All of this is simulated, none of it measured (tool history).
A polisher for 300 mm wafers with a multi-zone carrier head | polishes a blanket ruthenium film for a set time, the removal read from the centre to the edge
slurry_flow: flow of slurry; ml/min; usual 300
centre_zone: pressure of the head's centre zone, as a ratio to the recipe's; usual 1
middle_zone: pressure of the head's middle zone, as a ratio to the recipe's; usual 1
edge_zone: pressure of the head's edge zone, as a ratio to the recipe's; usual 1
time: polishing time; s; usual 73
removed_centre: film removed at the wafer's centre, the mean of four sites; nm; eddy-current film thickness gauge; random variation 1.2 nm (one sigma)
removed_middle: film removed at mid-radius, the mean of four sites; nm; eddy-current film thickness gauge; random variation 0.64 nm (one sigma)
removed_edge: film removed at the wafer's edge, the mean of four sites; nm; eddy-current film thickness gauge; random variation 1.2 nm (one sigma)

run,hour,slurry_flow,centre_zone,middle_zone,edge_zone,time,wafers since the last listed run,wafers polished on this pad,hours since the slurry nozzle was cleaned,hours since the centre zone pressure was calibrated,hours since the edge zone pressure was calibrated,hours since the carrier head's membrane was replaced,"incoming thickness of the incoming film, nm",removed_centre,removed_middle,removed_edge
1,0,300,1,1,1,73,0,154,367.8,924.6,1132.6,1921.3,350.9,86.4,88.6,89.5
2,15.7,300,1,1,1,73,126,281,383.5,940.3,1148.3,1937,351.9,85.8,89.9,86.9
3,26.3,300,1.03,1,1,73,85,367,394.1,950.9,1158.9,1947.6,355.5,88.1,88.2,86.1
# hour 31: slurry nozzle cleaned
4,34.7,215,0.96,1,1,49,59,426,3.7,959.3,1167.3,1956,347,52.2,57.5,56
5,43.4,275,0.91,0.94,1,62,70,497,12.4,968,1176,1964.7,347.5,68.3,70.9,71
6,61.2,300,1,1,1,73,143,641,30.2,985.8,1193.8,1982.5,347.3,83.7,86.2,84.7
# hour 75.9: worn pad replaced by a new one
7,76.4,300,1,1,1,73,90,4,45.4,1001,1209,1997.7,349.1,87.6,91.2,88.7
8,92.6,350,1,0.95,1,73,131,135,61.6,1017.2,1225.2,2013.9,345.6,87.9,88.8,92
# hour 97.7: centre zone pressure recalibrated
9,101.8,250,1,1,1,50,58,193,70.8,4.1,1234.4,2023.1,350.2,58,60.3,59.4
# hour 113.8: carrier head's membrane replaced by a new one
10,118.3,300,1.05,1.1,1,73,93,286,87.3,20.6,1250.9,4.5,351,89.1,94,86.4
11,125.1,375,1,1,1,73,54,341,94.1,27.4,1257.7,11.3,344.5,86.3,90.1,86
12,132.5,260,0.92,1.11,1,81,59,401,101.5,34.8,1265.1,18.7,347.3,87.8,102.5,95
# hour 151.1: edge zone pressure recalibrated
13,151.6,300,1,1,1.08,83,138,539,120.6,53.9,0.5,37.8,351.7,95.4,97.8,100.2
14,163.5,300,1,1,0.95,73,96,636,132.5,65.8,12.4,49.7,346.8,81.2,85.3,80.6
15,176,300,1,1,1,73,101,737,145,78.3,24.9,62.2,355.7,79.2,83.2,80.8
# hour 186.7: worn pad replaced by a new one
16,207.3,300,1,1,1.04,73,220,166,176.3,109.6,56.2,93.5,351.9,89,89.8,89.4
17,222.3,300,1,1,1,81,121,287,191.3,124.6,71.2,108.5,344.9,99,99.5,98
18,233.1,300,0.94,1,1,94,87,375,202.1,135.4,82,119.3,348.1,108.2,114.7,114
19,247.3,300,1,1,1,73,114,489,216.3,149.6,96.2,133.5,355.1,87.7,88.9,85.8
20,258.2,300,1,1.06,0.9,51,88,578,227.2,160.5,107.1,144.4,355,57.3,62.7,56.5
# hour 273: worn pad replaced by a new one
21,273.8,300,1,1,1,73,93,6,242.8,176.1,122.7,160,350.8,87.2,90.7,89.3

Forecast run 22:
22,287,235,1,1,1,73,106,113,256,189.3,135.9,173.2,347.4,?,?,?

removed_centre: 83.3 nm
removed_middle: 87.4 nm
removed_edge: 87.6 nm
Without the tool's hidden state the same run would have given removed_centre 84 nm, removed_middle 88.1 nm, removed_edge 88.3 nm.

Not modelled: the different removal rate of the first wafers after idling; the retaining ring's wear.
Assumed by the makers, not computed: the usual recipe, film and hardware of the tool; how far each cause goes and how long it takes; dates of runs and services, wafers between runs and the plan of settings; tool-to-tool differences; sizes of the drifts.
